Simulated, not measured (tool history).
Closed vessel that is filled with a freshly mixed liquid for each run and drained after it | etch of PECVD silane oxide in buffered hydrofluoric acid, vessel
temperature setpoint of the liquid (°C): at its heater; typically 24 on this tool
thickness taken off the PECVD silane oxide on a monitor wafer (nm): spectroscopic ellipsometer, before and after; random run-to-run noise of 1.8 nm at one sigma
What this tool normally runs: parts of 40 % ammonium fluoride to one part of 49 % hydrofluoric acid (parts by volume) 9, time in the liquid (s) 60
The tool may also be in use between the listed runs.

run   hour  temperature setpoint of the liquid (°C)  parts of 40 % ammonium fluoride to one part of 49 % hydrofluoric acid (parts by volume)  time in the liquid (s)  wafers since the last listed run  hours since the thermometer was replaced  hours since the hydrofluoric acid flow meter was replaced  hours since the gauge calibration  read-back film thickness of the PECVD silane oxide reference wafer, read on the same gauge (nm)  thickness taken off the PECVD silane oxide on a monitor wafer (nm)
  1      0                                       24                                                                                        9                      60                                 0                                    1251.1                                                     1082.7                              334.5                                                                                               70                                                              279.94
  2   41.5                                       24                                                                                        9                      60                              2589                                    1292.6                                                     1124.2                                376                                                                                               70                                                              279.38
  3   51.4                                       24                                                                                        9                      60                               617                                    1302.5                                                     1134.1                              385.9                                                                                            70.02                                                              280.17
  4   61.5                                       20                                                                                        9                      60                               630                                    1312.6                                                     1144.2                                396                                                                                            70.03                                                               222.4
  5   78.2                                       20                                                                                        9                      60                              1042                                    1329.3                                                     1160.9                              412.7                                                                                            70.01                                                              221.72
  6   85.9                                       24                                                                                        9                      60                               480                                      1337                                                     1168.6                              420.4                                                                                            69.99                                                              276.49
  7   97.8                                       24                                                                                        9                      60                               742                                    1348.9                                                     1180.5                              432.3                                                                                            70.02                                                              276.42
  8  113.8                                       24                                                                                        9                      60                               998                                    1364.9                                                     1196.5                              448.3                                                                                               70                                                              276.74
  9  120.6                                       24                                                                                     11.5                      60                               424                                    1371.7                                                     1203.3                              455.1                                                                                            69.99                                                              215.98
 10  133.5                                       24                                                                                     11.5                      60                               804                                    1384.6                                                     1216.2                                468                                                                                               70                                                              217.14
 11  141.9                                       24                                                                                     11.5                      60                               524                                      1393                                                     1224.6                              476.4                                                                                            70.01                                                              217.72
 12  156.9                                       24                                                                                        9                      70                               935                                      1408                                                     1239.6                              491.4                                                                                            70.03                                                              325.41
 13  163.4                                       24                                                                                        9                      70                               405                                    1414.5                                                     1246.1                              497.9                                                                                            69.99                                                              323.81
 14  173.9                                       24                                                                                        9                      70                               655                                      1425                                                     1256.6                              508.4                                                                                            70.02                                                              321.76
 15  189.1                                       24                                                                                        9                      60                               948                                    1440.2                                                     1271.8                              523.6                                                                                            69.99                                                               275.9
 16  230.8                                       24                                                                                        9                      30                              2601                                    1481.9                                                     1313.5                              565.3                                                                                            70.02                                                              137.72
 17  244.2                                     20.5                                                                                        9                      60                               836                                    1495.3                                                     1326.9                              578.7                                                                                            70.01                                                              228.18
     246.1  -- gauge calibrated
 18  257.4                                       24                                                                                        9                      60                               823                                    1508.5                                                     1340.1                               11.3                                                                                            70.02                                                              275.92
 19  269.9                                       20                                                                                      7.5                      30                               779                                      1521                                                     1352.6                               23.8                                                                                            70.01                                                              128.24
     273.5  -- hydrofluoric acid flow meter replaced
 20  283.1                                       24                                                                                        9                      60                               761                                    1534.2                                                        9.6                                 37                                                                                            69.99                                                              304.91
 21  299.7                                       24                                                                                        9                      60                              1035                                    1550.8                                                       26.2                               53.6                                                                                               70                                                              304.06
     308.2  -- thermometer replaced
 22  315.2                                       26                                                                                        9                      60                               904                                         7                                                       41.7                               69.1                                                                                               70                                                              313.15
 23  331.9                                       20                                                                                        9                      90                              1042                                      23.7                                                       58.4                               85.8                                                                                            69.98                                                              337.29
 24  349.2                                       24                                                                                        9                      80                              1079                                        41                                                       75.7                              103.1                                                                                            69.97                                                              375.51
 25  366.4                                     19.5                                                                                       10                      60                              1073                                      58.2                                                       92.9                              120.3                                                                                            69.98                                                              201.74
 26  373.4                                       24                                                                                        9                      60                               436                                      65.2                                                       99.9                              127.3                                                                                            70.01                                                              280.87
 27  388.9                                       24                                                                                        9                      80                               967                                      80.7                                                      115.4                              142.8                                                                                               70                                                              375.46
 28  399.1                                       24                                                                                        9                      60                               636                                      90.9                                                      125.6                                153                                                                                            69.97                                                              275.83
 29  412.4                                     20.5                                                                                       12                      90                               829                                     104.2                                                      138.9                              166.3                                                                                               70                                                              269.01
 30  420.1                                     22.5                                                                                     11.5                      60                               480                                     111.9                                                      146.6                                174                                                                                            70.01                                                              205.47
 31  436.6                                       24                                                                                        9                      45                              1029                                     128.4                                                      163.1                              190.5                                                                                            69.99                                                              207.18
 32  447.1                                     21.5                                                                                        9                      85                               655                                     138.9                                                      173.6                                201                                                                                            69.98                                                              345.44
 33  461.8                                       24                                                                                     11.5                      60                               917                                     153.6                                                      188.3                              215.7                                                                                               70                                                              225.95
 34  474.2                                       24                                                                                        9                      30                               773                                       166                                                      200.7                              228.1                                                                                            70.01                                                              139.26

Each row is a separate what-if for the run after 34, all from the same tool condition, not one after another. Results?
  A  474.9                                       24                                                                                        9                      60                                43                                     166.7                                                      201.4                              228.8                                                                                                ?                                                                   ?
  B  474.9                                       28                                                                                       11                      85                                43                                     166.7                                                      201.4                              228.8                                                                                                ?                                                                   ?
  C  474.9                                     21.5                                                                                        9                      60                                43                                     166.7                                                      201.4                              228.8                                                                                                ?                                                                   ?

run  read-back film thickness of the PECVD silane oxide reference wafer, read on the same gauge (nm)  thickness taken off the PECVD silane oxide on a monitor wafer (nm)
  A                                                                                            70.03                                                              280.17
  B                                                                                            70.03                                                              414.87
  C                                                                                            70.03                                                              244.25
Without the tool's hidden state the same runs would have given:
run  thickness taken off the PECVD silane oxide on a monitor wafer (nm)
  A                                                              283.09
  B                                                              424.27
  C                                                              246.75
